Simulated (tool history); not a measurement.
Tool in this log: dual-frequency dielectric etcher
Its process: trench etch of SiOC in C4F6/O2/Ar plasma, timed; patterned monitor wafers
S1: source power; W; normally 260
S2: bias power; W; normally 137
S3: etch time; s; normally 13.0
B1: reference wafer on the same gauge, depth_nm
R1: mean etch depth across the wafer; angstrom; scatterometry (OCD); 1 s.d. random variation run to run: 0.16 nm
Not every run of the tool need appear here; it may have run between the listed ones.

run 1 day=0.000 | S1=260 S2=137 S3=13.0 | B1=22.92 | R1=231.7
run 2 day=1.383 | S1=260 S2=137 S3=13.0 | B1=22.90 | R1=228.4
run 3 day=3.554 | S1=260 S2=162 S3=15.5 | B1=22.94 | R1=289.2
run 4 day=6.200 | S1=260 S2=162 S3=15.5 | B1=22.94 | R1=288.1
run 5 day=8.888 | S1=260 S2=144 S3=13.0 | B1=22.92 | R1=231.0
-- day=11.875 source power generator calibrated
-- day=13.346 gauge calibrated
-- day=13.854 bias power generator calibrated
run 6 day=15.692 | S1=260 S2=144 S3=13.0 | B1=22.87 | R1=234.1
run 7 day=17.212 | S1=260 S2=137 S3=13.0 | B1=22.89 | R1=229.3
-- day=19.242 wet clean of the chamber
-- day=19.712 upper electrode replaced
run 8 day=19.733 | S1=260 S2=137 S3=13.0 | B1=22.89 | R1=230.9
run 9 day=23.479 | S1=310 S2=114 S3=13.0 | B1=22.89 | R1=230.1
run 10 day=24.738 | S1=260 S2=153 S3=13.0 | B1=22.89 | R1=237.3
run 11 day=26.971 | S1=260 S2=137 S3=13.0 | B1=22.90 | R1=227.5
run 12 day=28.921 | S1=220 S2=155 S3=14.0 | B1=22.87 | R1=243.6
run 13 day=29.933 | S1=290 S2=160 S3=15.5 | B1=22.91 | R1=300.2
run 14 day=31.096 | S1=280 S2=108 S3=9.0 | B1=22.90 | R1=149.7
run 15 day=32.646 | S1=200 S2=121 S3=13.0 | B1=22.88 | R1=198.2

Forecast run 16:
run 16 day=33.875 | S1=240 S2=124 S3=16.5 | B1=? | R1=?

Run 16 measured B1 22.91, R1 271.0 angstrom.
With no hidden state in the tool, this same run would have given R1 271.0 angstrom.
